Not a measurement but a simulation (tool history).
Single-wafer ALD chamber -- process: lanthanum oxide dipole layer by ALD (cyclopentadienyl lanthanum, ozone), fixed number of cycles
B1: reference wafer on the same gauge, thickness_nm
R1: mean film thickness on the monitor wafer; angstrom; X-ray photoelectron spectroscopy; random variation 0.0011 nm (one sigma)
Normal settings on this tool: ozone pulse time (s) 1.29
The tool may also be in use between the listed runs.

run 1 hour=0 | ozone_pulse_time_(s)=1.29 | B1=0.485 | R1=4.31
run 2 hour=34.3 | ozone_pulse_time_(s)=1.29 | B1=0.485 | R1=4.27
run 3 hour=115.1 | ozone_pulse_time_(s)=1.29 | B1=0.485 | R1=4.26
run 4 hour=164.4 | ozone_pulse_time_(s)=1 | B1=0.485 | R1=4.1
run 5 hour=205.7 | ozone_pulse_time_(s)=1 | B1=0.484 | R1=4.11
run 6 hour=257.9 | ozone_pulse_time_(s)=1.29 | B1=0.485 | R1=4.29
run 7 hour=316 | ozone_pulse_time_(s)=1.29 | B1=0.485 | R1=4.27
-- hour=366 thermocouple changed; heater temperature recalibrated
run 8 hour=367.1 | ozone_pulse_time_(s)=1.29 | B1=0.485 | R1=4.28
-- hour=415.9 ozone generator serviced
-- hour=505.6 gauge calibrated
-- hour=515.4 showerhead replaced
run 9 hour=555.6 | ozone_pulse_time_(s)=1.29 | B1=0.484 | R1=4.46
run 10 hour=612.5 | ozone_pulse_time_(s)=1.48 | B1=0.485 | R1=4.52
run 11 hour=649.6 | ozone_pulse_time_(s)=1.12 | B1=0.485 | R1=4.36
run 12 hour=704.8 | ozone_pulse_time_(s)=1.55 | B1=0.485 | R1=4.51
run 13 hour=748.1 | ozone_pulse_time_(s)=1.62 | B1=0.485 | R1=4.54
run 14 hour=780.8 | ozone_pulse_time_(s)=1.5 | B1=0.485 | R1=4.51
run 15 hour=831.4 | ozone_pulse_time_(s)=1.29 | B1=0.486 | R1=4.38
run 16 hour=860.3 | ozone_pulse_time_(s)=0.91 | B1=0.485 | R1=4.16
run 17 hour=904.4 | ozone_pulse_time_(s)=0.99 | B1=0.485 | R1=4.21
run 18 hour=968.7 | ozone_pulse_time_(s)=1.69 | B1=0.485 | R1=4.52
run 19 hour=1008 | ozone_pulse_time_(s)=1.29 | B1=0.485 | R1=4.36

Each row is a separate what-if for the run after 19, all from the same tool condition, not one after another. Results?
run A hour=1008.4 | ozone_pulse_time_(s)=1.29 | B1=? | R1=?
run B hour=1008.4 | ozone_pulse_time_(s)=1.77 | B1=? | R1=?
run C hour=1008.4 | ozone_pulse_time_(s)=1.59 | B1=? | R1=?

run=A B1=0.485 R1=4.34
run=B B1=0.485 R1=4.53
run=C B1=0.485 R1=4.47
What these runs would have given with no unlogged condition in the tool:
run=A R1=4.5
run=B R1=4.65
run=C R1=4.6
